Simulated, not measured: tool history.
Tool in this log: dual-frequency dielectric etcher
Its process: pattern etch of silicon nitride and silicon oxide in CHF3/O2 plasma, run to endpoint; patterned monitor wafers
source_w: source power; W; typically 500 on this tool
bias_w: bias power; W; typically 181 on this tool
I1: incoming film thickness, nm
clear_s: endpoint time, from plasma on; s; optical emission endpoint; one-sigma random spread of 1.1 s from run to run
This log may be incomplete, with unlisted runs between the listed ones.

{"run": 1, "day": 0.0, "source_w": 500, "bias_w": 181, "I1": 263, "clear_s": 199.4}
{"run": 2, "day": 0.871, "source_w": 500, "bias_w": 181, "I1": 260.3, "clear_s": 200.8}
{"run": 3, "day": 1.921, "source_w": 440, "bias_w": 181, "I1": 261.7, "clear_s": 208.7}
{"run": 4, "day": 2.583, "source_w": 500, "bias_w": 181, "I1": 261.7, "clear_s": 200.5}
{"day": 4.992, "done": "wet clean of the chamber"}
{"day": 5.525, "done": "upper electrode replaced, of another model than before"}
{"run": 5, "day": 5.546, "source_w": 500, "bias_w": 181, "I1": 262.6, "clear_s": 190.7}
{"run": 6, "day": 5.971, "source_w": 500, "bias_w": 181, "I1": 259.8, "clear_s": 188.7}
{"run": 7, "day": 7.45, "source_w": 500, "bias_w": 198, "I1": 260.8, "clear_s": 186.5}
{"run": 8, "day": 8.1, "source_w": 500, "bias_w": 198, "I1": 257, "clear_s": 183.3}
{"run": 9, "day": 8.767, "source_w": 430, "bias_w": 181, "I1": 263.8, "clear_s": 200.4}
{"day": 9.221, "done": "bias power generator calibrated"}
{"run": 10, "day": 9.529, "source_w": 430, "bias_w": 181, "I1": 262, "clear_s": 200.6}
{"run": 11, "day": 10.425, "source_w": 500, "bias_w": 181, "I1": 262.1, "clear_s": 194.4}
{"run": 12, "day": 11.0, "source_w": 500, "bias_w": 181, "I1": 260.1, "clear_s": 192.5}
{"run": 13, "day": 11.529, "source_w": 580, "bias_w": 201, "I1": 263, "clear_s": 184.3}
{"run": 14, "day": 12.758, "source_w": 500, "bias_w": 181, "I1": 262.9, "clear_s": 195.4}
{"run": 15, "day": 14.075, "source_w": 590, "bias_w": 154, "I1": 263.4, "clear_s": 200.4}
{"run": 16, "day": 15.267, "source_w": 440, "bias_w": 155, "I1": 261.5, "clear_s": 212.5}
{"run": 17, "day": 16.496, "source_w": 500, "bias_w": 181, "I1": 266.2, "clear_s": 201.4}
{"run": 18, "day": 17.979, "source_w": 500, "bias_w": 181, "I1": 260.1, "clear_s": 198.1}
{"run": 19, "day": 19.433, "source_w": 600, "bias_w": 138, "I1": 263, "clear_s": 207.6}
{"run": 20, "day": 20.071, "source_w": 500, "bias_w": 181, "I1": 262.3, "clear_s": 202}
{"day": 21.617, "done": "wet clean of the chamber"}
{"day": 21.717, "done": "source power generator calibrated"}
{"run": 21, "day": 21.738, "source_w": 610, "bias_w": 203, "I1": 260, "clear_s": 176.1}
{"run": 22, "day": 22.192, "source_w": 410, "bias_w": 213, "I1": 261.1, "clear_s": 189}
{"run": 23, "day": 22.825, "source_w": 500, "bias_w": 181, "I1": 262, "clear_s": 192.2}
{"run": 24, "day": 23.808, "source_w": 500, "bias_w": 181, "I1": 260.6, "clear_s": 189.8}
{"run": 25, "day": 25.004, "source_w": 420, "bias_w": 181, "I1": 262.4, "clear_s": 200.6}
{"run": 26, "day": 25.588, "source_w": 500, "bias_w": 181, "I1": 264.4, "clear_s": 196.5}
{"run": 27, "day": 26.667, "source_w": 500, "bias_w": 181, "I1": 260.1, "clear_s": 192.2}
{"run": 28, "day": 27.508, "source_w": 390, "bias_w": 217, "I1": 261.6, "clear_s": 193.8}
{"run": 29, "day": 31.842, "source_w": 410, "bias_w": 136, "I1": 260.6, "clear_s": 222.6}
{"run": 30, "day": 32.758, "source_w": 400, "bias_w": 181, "I1": 262.5, "clear_s": 209.4}
{"run": 31, "day": 33.546, "source_w": 590, "bias_w": 181, "I1": 262.5, "clear_s": 194.3}
{"run": 32, "day": 34.342, "source_w": 540, "bias_w": 181, "I1": 264.8, "clear_s": 199.4}
{"run": 33, "day": 35.8, "source_w": 440, "bias_w": 149, "I1": 260.3, "clear_s": 215.8}
{"day": 37.592, "done": "wet clean of the chamber"}
{"run": 34, "day": 37.612, "source_w": 430, "bias_w": 154, "I1": 263, "clear_s": 207.7}

5 ways to go on from here, each from the tool as it stands after run 34. What would each give?
{"run": "A", "day": 37.633, "source_w": 390, "bias_w": 181, "I1": 261.3, "clear_s": "?"}
{"run": "B", "day": 37.633, "source_w": 390, "bias_w": 168, "I1": 261.3, "clear_s": "?"}
{"run": "C", "day": 37.633, "source_w": 500, "bias_w": 215, "I1": 261.3, "clear_s": "?"}
{"run": "D", "day": 37.633, "source_w": 550, "bias_w": 181, "I1": 261.3, "clear_s": "?"}
{"run": "E", "day": 37.633, "source_w": 500, "bias_w": 165, "I1": 261.3, "clear_s": "?"}

run=A clear_s=200.9
run=B clear_s=205.5
run=C clear_s=181.2
run=D clear_s=187.2
run=E clear_s=196.4
Take away the tool's hidden state, keep each run's random variation, and the runs would have read:
run=A clear_s=202.5
run=B clear_s=207.1
run=C clear_s=182.6
run=D clear_s=188.7
run=E clear_s=198
